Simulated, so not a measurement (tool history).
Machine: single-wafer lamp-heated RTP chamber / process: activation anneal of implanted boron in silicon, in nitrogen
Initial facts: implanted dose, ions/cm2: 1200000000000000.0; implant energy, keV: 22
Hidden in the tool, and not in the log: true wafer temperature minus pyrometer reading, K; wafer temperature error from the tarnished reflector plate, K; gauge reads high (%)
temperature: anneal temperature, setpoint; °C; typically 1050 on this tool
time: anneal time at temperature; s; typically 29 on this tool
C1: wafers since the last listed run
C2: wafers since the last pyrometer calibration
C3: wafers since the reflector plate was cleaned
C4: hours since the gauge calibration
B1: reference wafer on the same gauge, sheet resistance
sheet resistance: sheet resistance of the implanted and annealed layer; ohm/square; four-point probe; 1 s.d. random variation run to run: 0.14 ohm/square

Run 1, hour 0.0: usual settings; C1 0; C2 1360; C3 3399; C4 84.3; B1 80.42. Result: sheet resistance 93.71 ohm/square.
Run 2, hour 13.0: usual settings; C1 203; C2 1564; C3 3603; C4 97.3; B1 80.42. Result: sheet resistance 93.53 ohm/square.
Run 3, hour 25.7: usual settings; C1 199; C2 1763; C3 3802; C4 110.0; B1 80.39. Result: sheet resistance 93.25 ohm/square.
Run 4, hour 33.5: usual settings; C1 122; C2 1885; C3 3924; C4 117.8; B1 80.41. Result: sheet resistance 93.53 ohm/square.
Run 5, hour 44.1: usual settings; C1 166; C2 2051; C3 4091; C4 128.4; B1 80.40. Result: sheet resistance 93.47 ohm/square.
Run 6, hour 59.8: usual settings but temperature 1041 °C; C1 246; C2 2298; C3 4337; C4 144.1; B1 80.38. Result: sheet resistance 93.70 ohm/square.
Run 7, hour 67.4: usual settings but temperature 1041 °C; C1 119; C2 2417; C3 4456; C4 151.7; B1 80.41. Result: sheet resistance 93.86 ohm/square.
Run 8, hour 81.6: usual settings but temperature 1041 °C; C1 222; C2 2640; C3 4679; C4 165.9; B1 80.42. Result: sheet resistance 93.56 ohm/square.
At hour 90.3: pyrometer window cleaned and pyrometer calibrated.
Run 9, hour 92.3: usual settings; C1 42; C2 30; C3 4721; C4 176.6; B1 80.41. Result: sheet resistance 93.66 ohm/square.
Run 10, hour 99.6: usual settings but temperature 1024 °C, time 40 s; C1 114; C2 145; C3 4836; C4 183.9; B1 80.41. Result: sheet resistance 94.83 ohm/square.
Run 11, hour 113.9: usual settings but temperature 1071 °C, time 45 s; C1 224; C2 369; C3 5060; C4 198.2; B1 80.41. Result: sheet resistance 91.87 ohm/square.
Run 12, hour 120.9: usual settings but temperature 1058 °C, time 20 s; C1 109; C2 479; C3 5170; C4 205.2; B1 80.44. Result: sheet resistance 93.79 ohm/square.
Run 13, hour 131.9: usual settings but temperature 1029 °C, time 21 s; C1 172; C2 652; C3 5342; C4 216.2; B1 80.40. Result: sheet resistance 95.01 ohm/square.
At hour 146.8: reflector plate cleaned.
Run 14, hour 147.3: usual settings; C1 116; C2 768; C3 8; C4 231.6; B1 80.40. Result: sheet resistance 93.59 ohm/square.
At hour 148.3: gauge calibrated.
Run 15, hour 153.6: usual settings but time 41 s; C1 98; C2 867; C3 107; C4 5.3; B1 80.40. Result: sheet resistance 93.21 ohm/square.
Run 16, hour 188.0: usual settings but temperature 1079 °C, time 12 s; C1 539; C2 1406; C3 647; C4 39.7; B1 80.44. Result: sheet resistance 93.87 ohm/square.

Each run again, without the hidden state but with its own random variation kept:
run  sheet resistance
  1             94.09
  2             93.94
  3             93.71
  4             94.00
  5             93.97
  6             94.28
  7             94.47
  8             94.21
  9             93.74
 10             95.00
 11             92.04
 12             93.92
 13             95.34
 14             93.84
 15             93.54
 16             93.99
